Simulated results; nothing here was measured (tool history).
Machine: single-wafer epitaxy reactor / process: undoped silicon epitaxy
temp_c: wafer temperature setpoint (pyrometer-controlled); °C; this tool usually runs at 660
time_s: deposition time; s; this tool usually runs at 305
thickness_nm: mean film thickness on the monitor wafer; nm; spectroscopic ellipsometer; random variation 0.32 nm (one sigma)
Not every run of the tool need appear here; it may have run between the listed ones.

run	hour	temp_c	time_s	wafers since the last listed run	hours since the last pyrometer calibration	hours since the gauge calibration	read-back reference wafer on the same gauge, thickness_nm	thickness_nm
1	0.0	660	305	0	612.8	474.8	60.163	65.922
2	15.7	660	305	91	628.5	490.5	60.106	66.383
3	42.6	666	346	157	655.4	517.4	60.088	84.293
4	64.7	666	346	129	677.5	539.5	60.171	85.419
5	88.6	656	305	139	701.4	563.4	60.172	61.900
6	112.3	660	285	138	725.1	587.1	60.099	62.840
7	130.2	660	285	104	743.0	605.0	60.076	61.919
8	158.2	660	285	163	771.0	633.0	60.076	62.491
9	177.1	660	352	110	789.9	651.9	60.142	77.680
10	202.4	660	352	148	815.2	677.2	60.088	77.263
# hour 239.5: gauge calibrated
11	292.9	660	352	529	905.7	53.4	60.144	76.752
12	317.5	660	259	143	930.3	78.0	60.058	57.357
13	335.9	660	259	107	948.7	96.4	60.103	57.296
14	352.7	660	305	98	965.5	113.2	60.102	67.606
15	387.8	660	344	205	1000.6	148.3	60.107	75.547
16	417.9	660	305	176	1030.7	178.4	60.131	67.447
17	447.4	660	305	172	1060.2	207.9	60.125	67.310
18	526.9	653	305	465	1139.7	287.4	60.113	59.519
19	544.5	660	305	102	1157.3	305.0	60.160	67.539
20	566.2	660	305	126	1179.0	326.7	60.081	67.654
21	578.6	660	305	72	1191.4	339.1	60.164	67.384
22	596.1	660	305	102	1208.9	356.6	60.043	67.900
23	631.3	660	305	205	1244.1	391.8	60.036	67.227
24	651.8	675	261	119	1264.6	412.3	60.121	76.856
25	683.7	648	348	186	1296.5	444.2	60.150	61.666
26	716.1	669	357	189	1328.9	476.6	60.098	94.425
27	740.2	665	328	140	1353.0	500.7	60.092	80.418
28	774.7	674	305	201	1387.5	535.2	60.096	88.428
29	788.2	660	305	78	1401.0	548.7	60.065	68.256
30	824.2	666	275	210	1437.0	584.7	60.126	69.152
31	852.7	647	249	166	1465.5	613.2	60.205	43.400
32	868.8	660	334	94	1481.6	629.3	60.056	74.875
33	885.6	650	328	98	1498.4	646.1	60.089	60.621
34	901.9	646	331	95	1514.7	662.4	60.128	56.802
35	931.1	645	353	170	1543.9	691.6	60.077	59.417
# hour 963.1: gauge calibrated
36	964.6	656	256	195	1577.4	1.5	60.113	53.505
# hour 1051.3: pyrometer calibrated
37	1052.1	660	358	465	0.8	89.0	60.121	76.376
38	1109.8	665	284	337	58.5	146.7	60.087	66.247
39	1126.3	673	266	96	75.0	163.2	60.116	73.217
40	1138.9	660	285	73	87.6	175.8	60.127	60.686
41	1174.3	660	349	207	123.0	211.2	60.069	73.759
42	1189.1	654	337	86	137.8	226.0	60.095	64.340
43	1208.0	673	356	110	156.7	244.9	60.088	97.358
44	1240.9	674	276	192	189.6	277.8	60.064	76.934
45	1264.1	654	337	135	212.8	301.0	60.063	63.715
46	1293.1	660	305	169	241.8	330.0	60.066	65.332
47	1314.7	660	305	126	263.4	351.6	60.026	65.288

Table of differences, measured result less the result of that run with no hidden state. Run-to-run variation is the same in both. Gauge scatter possibly is not:
The hidden state here: wafer temperature above the value expected at the setpoint (K); gauge reads high (%).
run	thickness_nm
1	+1.399
2	+1.438
3	+1.866
4	+1.943
5	+1.476
6	+1.529
7	+1.537
8	+1.599
9	+2.028
10	+2.071
11	+2.248
12	+1.719
13	+1.745
14	+2.090
15	+2.409
16	+2.206
17	+2.256
18	+2.152
19	+2.442
20	+2.486
21	+2.498
22	+2.550
23	+2.589
24	+2.920
25	+2.519
26	+3.789
27	+3.303
28	+3.651
29	+2.919
30	+2.990
31	+1.979
32	+3.364
33	+2.804
34	+2.672
35	+2.848
36	+2.561
37	-0.490
38	-0.313
39	-0.307
40	-0.239
41	-0.217
42	-0.164
43	-0.189
44	-0.079
45	-0.026
46	+0.028
47	+0.068
